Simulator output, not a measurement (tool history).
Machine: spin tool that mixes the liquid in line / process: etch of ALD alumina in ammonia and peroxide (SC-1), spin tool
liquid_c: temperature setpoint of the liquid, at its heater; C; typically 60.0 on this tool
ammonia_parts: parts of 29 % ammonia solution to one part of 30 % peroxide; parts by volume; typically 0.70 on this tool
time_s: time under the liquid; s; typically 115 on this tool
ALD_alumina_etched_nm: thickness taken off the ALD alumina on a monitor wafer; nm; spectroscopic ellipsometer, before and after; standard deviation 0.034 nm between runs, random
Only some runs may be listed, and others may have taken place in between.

| run | day | liquid_c | ammonia_parts | time_s | wafers since the last listed run | hours since the thermometer was replaced | hours since the ammonia flow meter was replaced | hours since the heated supply line was repaired | hours since the drum of ammonia solution was connected | hours since the gauge calibration | read-back film thickness of the ALD alumina reference wafer, read on the same gauge (nm) | ALD_alumina_etched_nm |
|---|---|---|---|---|---|---|---|---|---|---|---|---|
| 1 | 0.000 | 60.0 | 0.70 | 115 | 0 | 1917.4 | 1062.3 | 3972.4 | 680.9 | 762.3 | 70.00 | 10.40 |
| 2 | 0.712 | 60.0 | 0.70 | 115 | 112 | 1934.5 | 1079.4 | 3989.5 | 698.0 | 779.4 | 69.99 | 10.47 |
| 3 | 2.200 | 60.0 | 0.70 | 60 | 235 | 1970.2 | 1115.1 | 4025.2 | 733.7 | 815.1 | 69.97 | 5.43 |
| 4 | 3.208 | 60.0 | 0.70 | 60 | 159 | 1994.4 | 1139.3 | 4049.4 | 757.9 | 839.3 | 70.01 | 5.46 |
| 5 | 4.212 | 60.0 | 0.70 | 60 | 159 | 2018.5 | 1163.4 | 4073.5 | 782.0 | 863.4 | 69.99 | 5.47 |
| 6 | 8.083 | 60.0 | 0.70 | 115 | 613 | 2111.4 | 1256.3 | 4166.4 | 874.9 | 956.3 | 70.01 | 10.50 |
|  | 8.392 | gauge calibrated |
|  | 8.750 | heated supply line repaired |
| 7 | 9.262 | 60.0 | 0.70 | 115 | 180 | 2139.7 | 1284.6 | 12.3 | 903.2 | 20.9 | 70.00 | 10.45 |
| 8 | 9.954 | 60.0 | 0.70 | 115 | 109 | 2156.3 | 1301.2 | 28.9 | 919.8 | 37.5 | 69.98 | 10.50 |
| 9 | 10.558 | 60.0 | 0.70 | 115 | 95 | 2170.8 | 1315.7 | 43.4 | 934.3 | 52.0 | 69.98 | 10.46 |
| 10 | 11.962 | 60.0 | 0.70 | 115 | 222 | 2204.5 | 1349.4 | 77.1 | 968.0 | 85.7 | 69.99 | 10.50 |
| 11 | 12.929 | 50.5 | 0.45 | 65 | 153 | 2227.7 | 1372.6 | 100.3 | 991.2 | 108.9 | 70.00 | 3.45 |
| 12 | 14.204 | 53.5 | 0.50 | 55 | 202 | 2258.3 | 1403.2 | 130.9 | 1021.8 | 139.5 | 69.97 | 3.47 |
|  | 14.267 | new drum of ammonia solution connected |
|  | 15.038 | thermometer replaced |
| 13 | 15.550 | 60.0 | 0.90 | 155 | 200 | 12.3 | 1435.5 | 163.2 | 30.8 | 171.8 | 70.00 | 13.87 |
| 14 | 16.358 | 55.5 | 0.70 | 115 | 128 | 31.7 | 1454.9 | 182.6 | 50.2 | 191.2 | 69.99 | 7.96 |
| 15 | 17.588 | 60.0 | 0.70 | 115 | 194 | 61.2 | 1484.4 | 212.1 | 79.7 | 220.7 | 70.00 | 10.06 |
| 16 | 18.812 | 60.0 | 0.90 | 55 | 194 | 90.6 | 1513.8 | 241.5 | 109.1 | 250.1 | 69.99 | 4.94 |
| 17 | 19.717 | 60.0 | 0.70 | 115 | 143 | 112.3 | 1535.5 | 263.2 | 130.8 | 271.8 | 70.01 | 10.05 |
| 18 | 20.662 | 60.0 | 0.70 | 115 | 149 | 135.0 | 1558.2 | 285.9 | 153.5 | 294.5 | 70.01 | 10.05 |
| 19 | 21.912 | 60.0 | 0.70 | 115 | 198 | 165.0 | 1588.2 | 315.9 | 183.5 | 324.5 | 70.01 | 10.03 |
| 20 | 22.642 | 60.0 | 0.70 | 155 | 115 | 182.5 | 1605.7 | 333.4 | 201.0 | 342.0 | 70.01 | 13.55 |
| 21 | 23.379 | 65.5 | 1.00 | 65 | 116 | 200.2 | 1623.4 | 351.1 | 218.7 | 359.7 | 70.01 | 7.73 |
|  | 23.871 | ammonia flow meter replaced |
| 22 | 24.508 | 68.5 | 0.45 | 115 | 172 | 227.3 | 15.3 | 378.2 | 245.8 | 386.8 | 70.00 | 14.75 |
| 23 | 25.912 | 67.0 | 0.90 | 55 | 222 | 261.0 | 49.0 | 411.9 | 279.5 | 420.5 | 69.97 | 6.98 |
| 24 | 30.350 | 60.0 | 0.70 | 115 | 703 | 367.5 | 155.5 | 518.4 | 386.0 | 527.0 | 70.00 | 10.12 |
| 25 | 31.662 | 55.0 | 0.55 | 55 | 208 | 399.0 | 187.0 | 549.9 | 417.5 | 558.5 | 69.98 | 3.65 |
| 26 | 32.942 | 60.0 | 0.70 | 115 | 202 | 429.7 | 217.7 | 580.6 | 448.2 | 589.2 | 70.01 | 10.08 |

What the log doesn't show, run by run:
ammonia flow below the setpoint (%): 0 on each run
temperature lost on the way to the wafer (K): 0 on each run
ammonia solution weaker than its label (%): 0 on each run
gauge reads high (%): 0 on each run
H1: liquid hotter than its thermometer reads (K)
| run | H1 |
|---|---|
| 1 | 0.812 |
| 2 | 0.819 |
| 3 | 0.833 |
| 4 | 0.842 |
| 5 | 0.851 |
| 6 | 0.887 |
| 7 | 0.898 |
| 8 | 0.905 |
| 9 | 0.91 |
| 10 | 0.923 |
| 11 | 0.932 |
| 12 | 0.944 |
| 13 | 0.0321 |
| 14 | 0.0395 |
| 15 | 0.0509 |
| 16 | 0.0623 |
| 17 | 0.0706 |
| 18 | 0.0794 |
| 19 | 0.0909 |
| 20 | 0.0977 |
| 21 | 0.105 |
| 22 | 0.115 |
| 23 | 0.128 |
| 24 | 0.169 |
| 25 | 0.181 |
| 26 | 0.193 |

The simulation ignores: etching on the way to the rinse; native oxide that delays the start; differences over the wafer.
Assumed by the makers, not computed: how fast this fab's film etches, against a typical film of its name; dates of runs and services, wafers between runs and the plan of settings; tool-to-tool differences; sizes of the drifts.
